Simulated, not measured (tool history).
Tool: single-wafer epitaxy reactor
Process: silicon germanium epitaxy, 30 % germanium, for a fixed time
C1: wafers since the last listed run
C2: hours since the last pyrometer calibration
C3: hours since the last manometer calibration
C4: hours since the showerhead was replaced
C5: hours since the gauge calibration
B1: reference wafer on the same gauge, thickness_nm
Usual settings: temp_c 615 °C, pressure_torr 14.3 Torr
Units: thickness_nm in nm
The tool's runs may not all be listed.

run 1 hour=0 | temp_c=615 pressure_torr=14.3 | C1=0 C2=1307 C3=2942.9 C4=4002.4 C5=81.1 | B1=75.416 | thickness_nm=68.405
run 2 hour=12.5 | temp_c=615 pressure_torr=14.3 | C1=188 C2=1319.5 C3=2955.4 C4=4014.9 C5=93.6 | B1=75.396 | thickness_nm=67.919
run 3 hour=39.2 | temp_c=615 pressure_torr=14.3 | C1=402 C2=1346.2 C3=2982.1 C4=4041.6 C5=120.3 | B1=75.442 | thickness_nm=68.701
run 4 hour=67.1 | temp_c=615 pressure_torr=14.3 | C1=420 C2=1374.1 C3=3010 C4=4069.5 C5=148.2 | B1=75.407 | thickness_nm=69.167
run 5 hour=86 | temp_c=615 pressure_torr=14.3 | C1=284 C2=1393 C3=3028.9 C4=4088.4 C5=167.1 | B1=75.509 | thickness_nm=68.71
run 6 hour=129.5 | temp_c=615 pressure_torr=15.9 | C1=655 C2=1436.5 C3=3072.4 C4=4131.9 C5=210.6 | B1=75.531 | thickness_nm=71.998
run 7 hour=158.1 | temp_c=615 pressure_torr=14.3 | C1=431 C2=1465.1 C3=3101 C4=4160.5 C5=239.2 | B1=75.406 | thickness_nm=69.054
run 8 hour=181.3 | temp_c=615 pressure_torr=14.3 | C1=349 C2=1488.3 C3=3124.2 C4=4183.7 C5=262.4 | B1=75.414 | thickness_nm=69.418
run 9 hour=203.9 | temp_c=615 pressure_torr=16 | C1=340 C2=1510.9 C3=3146.8 C4=4206.3 C5=285 | B1=75.468 | thickness_nm=73.375
run 10 hour=235.4 | temp_c=615 pressure_torr=16 | C1=474 C2=1542.4 C3=3178.3 C4=4237.8 C5=316.5 | B1=75.367 | thickness_nm=72.871
run 11 hour=266.6 | temp_c=615 pressure_torr=16 | C1=470 C2=1573.6 C3=3209.5 C4=4269 C5=347.7 | B1=75.414 | thickness_nm=73.727
-- hour=300.2 capacitance manometer re-zeroed and calibrated
run 12 hour=300.7 | temp_c=615 pressure_torr=14.3 | C1=393 C2=1607.7 C3=0.5 C4=4303.1 C5=381.8 | B1=75.474 | thickness_nm=69.533
run 13 hour=311.2 | temp_c=615 pressure_torr=14.3 | C1=158 C2=1618.2 C3=11 C4=4313.6 C5=392.3 | B1=75.427 | thickness_nm=70.157
run 14 hour=331.2 | temp_c=615 pressure_torr=14.3 | C1=301 C2=1638.2 C3=31 C4=4333.6 C5=412.3 | B1=75.292 | thickness_nm=69.642
-- hour=343.3 pyrometer calibrated
run 15 hour=347.6 | temp_c=615 pressure_torr=14.3 | C1=126 C2=4.3 C3=47.4 C4=4350 C5=428.7 | B1=75.363 | thickness_nm=66.621
run 16 hour=361.5 | temp_c=615 pressure_torr=14.3 | C1=209 C2=18.2 C3=61.3 C4=4363.9 C5=442.6 | B1=75.419 | thickness_nm=66.919
run 17 hour=387 | temp_c=615 pressure_torr=14.3 | C1=384 C2=43.7 C3=86.8 C4=4389.4 C5=468.1 | B1=75.533 | thickness_nm=66.335
-- hour=410.3 gauge calibrated
run 18 hour=415.6 | temp_c=628 pressure_torr=12.5 | C1=431 C2=72.3 C3=115.4 C4=4418 C5=5.3 | B1=75.382 | thickness_nm=80.905
run 19 hour=437.3 | temp_c=615 pressure_torr=14.3 | C1=327 C2=94 C3=137.1 C4=4439.7 C5=27 | B1=75.345 | thickness_nm=66.825
run 20 hour=450.3 | temp_c=626 pressure_torr=17.8 | C1=195 C2=107 C3=150.1 C4=4452.7 C5=40 | B1=75.511 | thickness_nm=91.789
run 21 hour=517.1 | temp_c=621 pressure_torr=12.1 | C1=1007 C2=173.8 C3=216.9 C4=4519.5 C5=106.8 | B1=75.51 | thickness_nm=69.769
run 22 hour=529.4 | temp_c=619 pressure_torr=14.3 | C1=185 C2=186.1 C3=229.2 C4=4531.8 C5=119.1 | B1=75.385 | thickness_nm=72.473
run 23 hour=551.3 | temp_c=600 pressure_torr=15.2 | C1=330 C2=208 C3=251.1 C4=4553.7 C5=141 | B1=75.347 | thickness_nm=50.271
run 24 hour=579 | temp_c=615 pressure_torr=14.3 | C1=417 C2=235.7 C3=278.8 C4=4581.4 C5=168.7 | B1=75.339 | thickness_nm=66.622
-- hour=591.4 showerhead replaced
run 25 hour=614.2 | temp_c=615 pressure_torr=14.3 | C1=410 C2=270.9 C3=314 C4=22.8 C5=203.9 | B1=75.513 | thickness_nm=66.038
run 26 hour=644.4 | temp_c=604 pressure_torr=14.3 | C1=455 C2=301.1 C3=344.2 C4=53 C5=234.1 | B1=75.476 | thickness_nm=53.356
run 27 hour=667.4 | temp_c=615 pressure_torr=14.3 | C1=346 C2=324.1 C3=367.2 C4=76 C5=257.1 | B1=75.359 | thickness_nm=66.779
run 28 hour=695 | temp_c=621 pressure_torr=14.3 | C1=416 C2=351.7 C3=394.8 C4=103.6 C5=284.7 | B1=75.355 | thickness_nm=74.926
run 29 hour=730.3 | temp_c=604 pressure_torr=12.6 | C1=532 C2=387 C3=430.1 C4=138.9 C5=320 | B1=75.45 | thickness_nm=50.632
run 30 hour=758.4 | temp_c=615 pressure_torr=14.3 | C1=423 C2=415.1 C3=458.2 C4=167 C5=348.1 | B1=75.385 | thickness_nm=66.589
run 31 hour=779.4 | temp_c=615 pressure_torr=17.6 | C1=316 C2=436.1 C3=479.2 C4=188 C5=369.1 | B1=75.353 | thickness_nm=73.12
run 32 hour=796.2 | temp_c=604 pressure_torr=13 | C1=253 C2=452.9 C3=496 C4=204.8 C5=385.9 | B1=75.462 | thickness_nm=51.315
run 33 hour=811.3 | temp_c=605 pressure_torr=14.3 | C1=227 C2=468 C3=511.1 C4=219.9 C5=401 | B1=75.329 | thickness_nm=54.734
run 34 hour=840.8 | temp_c=623 pressure_torr=15.7 | C1=444 C2=497.5 C3=540.6 C4=249.4 C5=430.5 | B1=75.347 | thickness_nm=81.466
run 35 hour=861.8 | temp_c=615 pressure_torr=14.3 | C1=316 C2=518.5 C3=561.6 C4=270.4 C5=451.5 | B1=75.383 | thickness_nm=66.924

3 ways to go on from here, each from the tool as it stands after run 35. What would each give?
run A hour=862.2 | temp_c=623 pressure_torr=14.3 | C1=6 C2=518.9 C3=562 C4=270.8 C5=451.9 | B1=? | thickness_nm=?
run B hour=862.2 | temp_c=622 pressure_torr=16.5 | C1=6 C2=518.9 C3=562 C4=270.8 C5=451.9 | B1=? | thickness_nm=?
run C hour=862.2 | temp_c=607 pressure_torr=14.3 | C1=6 C2=518.9 C3=562 C4=270.8 C5=451.9 | B1=? | thickness_nm=?

run=A B1=75.451 thickness_nm=78.431
run=B B1=75.451 thickness_nm=81.862
run=C B1=75.451 thickness_nm=56.866
Without the tool's hidden state the same runs would have given:
run=A thickness_nm=77.464
run=B thickness_nm=80.85
run=C thickness_nm=56.135
